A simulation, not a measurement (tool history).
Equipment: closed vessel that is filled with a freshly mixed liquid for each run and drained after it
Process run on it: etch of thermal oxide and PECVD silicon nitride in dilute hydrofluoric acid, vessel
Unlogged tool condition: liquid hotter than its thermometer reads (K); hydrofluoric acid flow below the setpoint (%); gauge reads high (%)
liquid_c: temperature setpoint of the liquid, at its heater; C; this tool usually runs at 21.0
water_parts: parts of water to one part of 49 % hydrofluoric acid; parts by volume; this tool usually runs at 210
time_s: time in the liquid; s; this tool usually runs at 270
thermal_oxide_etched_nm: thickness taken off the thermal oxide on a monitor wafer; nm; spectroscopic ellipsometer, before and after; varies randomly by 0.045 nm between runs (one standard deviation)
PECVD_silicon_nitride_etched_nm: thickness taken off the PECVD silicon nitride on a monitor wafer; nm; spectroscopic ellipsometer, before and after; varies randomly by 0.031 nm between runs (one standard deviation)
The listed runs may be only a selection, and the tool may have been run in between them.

run	day	liquid_c	water_parts	time_s	wafers since the last listed run	hours since the thermometer was replaced	hours since the hydrofluoric acid flow meter was replaced	hours since the gauge calibration	read-back film thickness of the thermal oxide reference wafer, read on the same gauge (nm)	read-back film thickness of the PECVD silicon nitride reference wafer, read on the same gauge (nm)	thermal_oxide_etched_nm	PECVD_silicon_nitride_etched_nm
1	0.000	21.0	210	270	0	8.5	1562.2	201.3	99.991	109.971	4.883	3.244
# day 0.712: hydrofluoric acid flow meter replaced
2	1.246	21.0	245	270	1811	38.4	12.8	231.2	99.989	109.990	4.613	3.039
3	1.533	21.0	245	270	432	45.3	19.7	238.1	100.025	109.992	4.606	3.024
4	1.825	21.0	245	270	438	52.3	26.7	245.1	99.985	109.994	4.629	3.055
# day 2.292: gauge calibrated
5	2.346	21.0	210	270	783	64.8	39.2	1.3	99.978	109.961	5.565	3.501
6	3.075	23.0	210	270	1096	82.3	56.7	18.8	99.957	109.987	5.969	4.001
7	3.783	21.0	180	170	1065	99.3	73.7	35.8	100.014	109.991	4.167	2.618
8	4.188	24.5	210	270	607	109.0	83.4	45.5	99.980	109.999	6.237	4.401
9	4.612	21.0	255	315	639	119.2	93.6	55.7	100.009	109.977	5.060	3.466
10	5.025	21.0	210	270	620	129.1	103.5	65.6	100.039	109.979	5.619	3.526
11	5.592	21.0	210	270	852	142.7	117.1	79.2	100.016	110.012	5.532	3.459
12	5.946	23.5	210	270	532	151.2	125.6	87.7	100.035	109.996	6.068	4.143
13	6.392	24.0	210	390	670	161.9	136.3	98.4	99.982	110.000	8.943	6.156
14	7.117	21.0	255	270	1090	179.3	153.7	115.8	99.990	110.018	4.427	2.896
15	7.712	17.5	295	370	896	193.6	168.0	130.1	99.973	109.989	4.358	2.762
16	8.254	21.0	160	270	814	206.6	181.0	143.1	100.030	109.994	7.632	4.599
17	8.879	21.0	300	270	940	221.6	196.0	158.1	99.930	110.004	3.551	2.478
18	9.133	17.5	210	270	382	227.7	202.1	164.2	99.953	109.989	4.813	2.820
19	9.546	24.0	115	270	620	237.6	212.0	174.1	99.994	109.981	12.378	7.680
20	9.796	21.0	295	270	376	243.6	218.0	180.1	100.024	109.995	3.604	2.530
21	10.158	21.0	245	270	545	252.3	226.7	188.8	100.020	110.003	4.456	3.044
22	10.554	21.0	210	270	595	261.8	236.2	198.3	99.987	110.018	5.574	3.513
23	10.883	17.0	160	185	495	269.7	244.1	206.2	100.042	109.991	4.391	2.387
24	11.212	26.0	300	130	495	277.6	252.0	214.1	99.989	109.986	2.050	1.630

Consider 5 possible next runs. They are alternatives, not a sequence: every one starts from the tool as it was left by run 24. What does each give?
A	11.242	21.0	210	415	43	278.3	252.7	214.8	?	?	?	?
B	11.242	25.0	210	410	43	278.3	252.7	214.8	?	?	?	?
C	11.242	25.0	295	400	43	278.3	252.7	214.8	?	?	?	?
D	11.242	21.0	210	420	43	278.3	252.7	214.8	?	?	?	?
E	11.242	21.0	255	425	43	278.3	252.7	214.8	?	?	?	?

run	read-back film thickness of the thermal oxide reference wafer, read on the same gauge (nm)	read-back film thickness of the PECVD silicon nitride reference wafer, read on the same gauge (nm)	thermal_oxide_etched_nm	PECVD_silicon_nitride_etched_nm
A	100.028	109.974	8.378	5.391
B	100.028	109.974	9.598	6.866
C	100.028	109.974	6.091	4.775
D	100.028	109.974	8.479	5.456
E	100.028	109.974	6.758	4.569
With no hidden state in the tool, these same runs would have given:
run	thermal_oxide_etched_nm	PECVD_silicon_nitride_etched_nm
A	8.640	5.527
B	9.903	7.042
C	6.295	4.897
D	8.744	5.593
E	6.975	4.684

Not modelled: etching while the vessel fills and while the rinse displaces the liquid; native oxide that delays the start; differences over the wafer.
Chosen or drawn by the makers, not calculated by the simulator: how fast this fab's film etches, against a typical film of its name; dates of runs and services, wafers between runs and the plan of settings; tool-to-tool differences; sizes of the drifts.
